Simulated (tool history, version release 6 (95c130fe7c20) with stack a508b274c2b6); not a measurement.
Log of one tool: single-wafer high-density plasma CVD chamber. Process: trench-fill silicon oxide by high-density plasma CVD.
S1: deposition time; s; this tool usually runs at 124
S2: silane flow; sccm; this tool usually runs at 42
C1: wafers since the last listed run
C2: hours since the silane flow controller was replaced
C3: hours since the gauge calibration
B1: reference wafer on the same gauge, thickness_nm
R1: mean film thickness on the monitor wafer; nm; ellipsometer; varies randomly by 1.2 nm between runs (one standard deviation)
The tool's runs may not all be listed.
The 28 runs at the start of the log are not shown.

{"run": 29, "hour": 1482.3, "S1": 124, "S2": 42, "C1": 744, "C2": 421.8, "C3": 622.8, "B1": 523.028, "R1": 521.855}
{"run": 30, "hour": 1541.0, "S1": 124, "S2": 42, "C1": 727, "C2": 480.5, "C3": 681.5, "B1": 522.22, "R1": 521.207}
{"run": 31, "hour": 1581.5, "S1": 141, "S2": 49, "C1": 501, "C2": 521, "C3": 722, "B1": 522.15, "R1": 648.549}
{"run": 32, "hour": 1652.9, "S1": 124, "S2": 42, "C1": 884, "C2": 592.4, "C3": 793.4, "B1": 522.31, "R1": 518.134}
{"run": 33, "hour": 1719.7, "S1": 148, "S2": 34, "C1": 827, "C2": 659.2, "C3": 860.2, "B1": 522.195, "R1": 555.128}
{"run": 34, "hour": 1772.5, "S1": 106, "S2": 46, "C1": 653, "C2": 712, "C3": 913, "B1": 521.524, "R1": 467.623}
{"run": 35, "hour": 1835.4, "S1": 106, "S2": 47, "C1": 779, "C2": 774.9, "C3": 975.9, "B1": 521.124, "R1": 471.577}
{"run": 36, "hour": 1889.9, "S1": 124, "S2": 42, "C1": 675, "C2": 829.4, "C3": 1030.4, "B1": 521.051, "R1": 517.87}
{"run": 37, "hour": 1925.3, "S1": 124, "S2": 42, "C1": 438, "C2": 864.8, "C3": 1065.8, "B1": 520.5, "R1": 519.856}
{"run": 38, "hour": 1996.4, "S1": 145, "S2": 34, "C1": 880, "C2": 935.9, "C3": 1136.9, "B1": 520.736, "R1": 542.489}
{"run": 39, "hour": 2046.3, "S1": 142, "S2": 42, "C1": 618, "C2": 985.8, "C3": 1186.8, "B1": 519.972, "R1": 591.82}
{"run": 40, "hour": 2111.9, "S1": 99, "S2": 48, "C1": 812, "C2": 1051.4, "C3": 1252.4, "B1": 519.306, "R1": 447.846}
{"run": 41, "hour": 2144.5, "S1": 103, "S2": 34, "C1": 403, "C2": 1084, "C3": 1285, "B1": 519.628, "R1": 383.94}
{"run": 42, "hour": 2183.9, "S1": 124, "S2": 42, "C1": 488, "C2": 1123.4, "C3": 1324.4, "B1": 519.08, "R1": 516.822}
{"run": 43, "hour": 2234.3, "S1": 124, "S2": 42, "C1": 624, "C2": 1173.8, "C3": 1374.8, "B1": 519.219, "R1": 518.833}
{"run": 44, "hour": 2258.6, "S1": 124, "S2": 39, "C1": 300, "C2": 1198.1, "C3": 1399.1, "B1": 518.35, "R1": 497.501}
{"run": 45, "hour": 2294.4, "S1": 134, "S2": 39, "C1": 443, "C2": 1233.9, "C3": 1434.9, "B1": 518.397, "R1": 539.316}
{"run": 46, "hour": 2345.7, "S1": 106, "S2": 42, "C1": 635, "C2": 1285.2, "C3": 1486.2, "B1": 518.154, "R1": 441.628}

Alternative continuations, all from the tool just after run 46; predict every row:
{"run": "A", "hour": 2346.1, "S1": 147, "S2": 42, "C1": 4, "C2": 1285.6, "C3": 1486.6, "B1": "?", "R1": "?"}
{"run": "B", "hour": 2346.1, "S1": 144, "S2": 40, "C1": 4, "C2": 1285.6, "C3": 1486.6, "B1": "?", "R1": "?"}
{"run": "C", "hour": 2346.1, "S1": 109, "S2": 36, "C1": 4, "C2": 1285.6, "C3": 1486.6, "B1": "?", "R1": "?"}
{"run": "D", "hour": 2346.1, "S1": 144, "S2": 49, "C1": 4, "C2": 1285.6, "C3": 1486.6, "B1": "?", "R1": "?"}

run=A B1=517.739 R1=612.017
run=B B1=517.739 R1=583.743
run=C B1=517.739 R1=417.965
run=D B1=517.739 R1=654.773
With no hidden state in the tool, these same runs would have given:
run=A R1=619.15
run=B R1=590.546
run=C R1=422.836
run=D R1=662.405
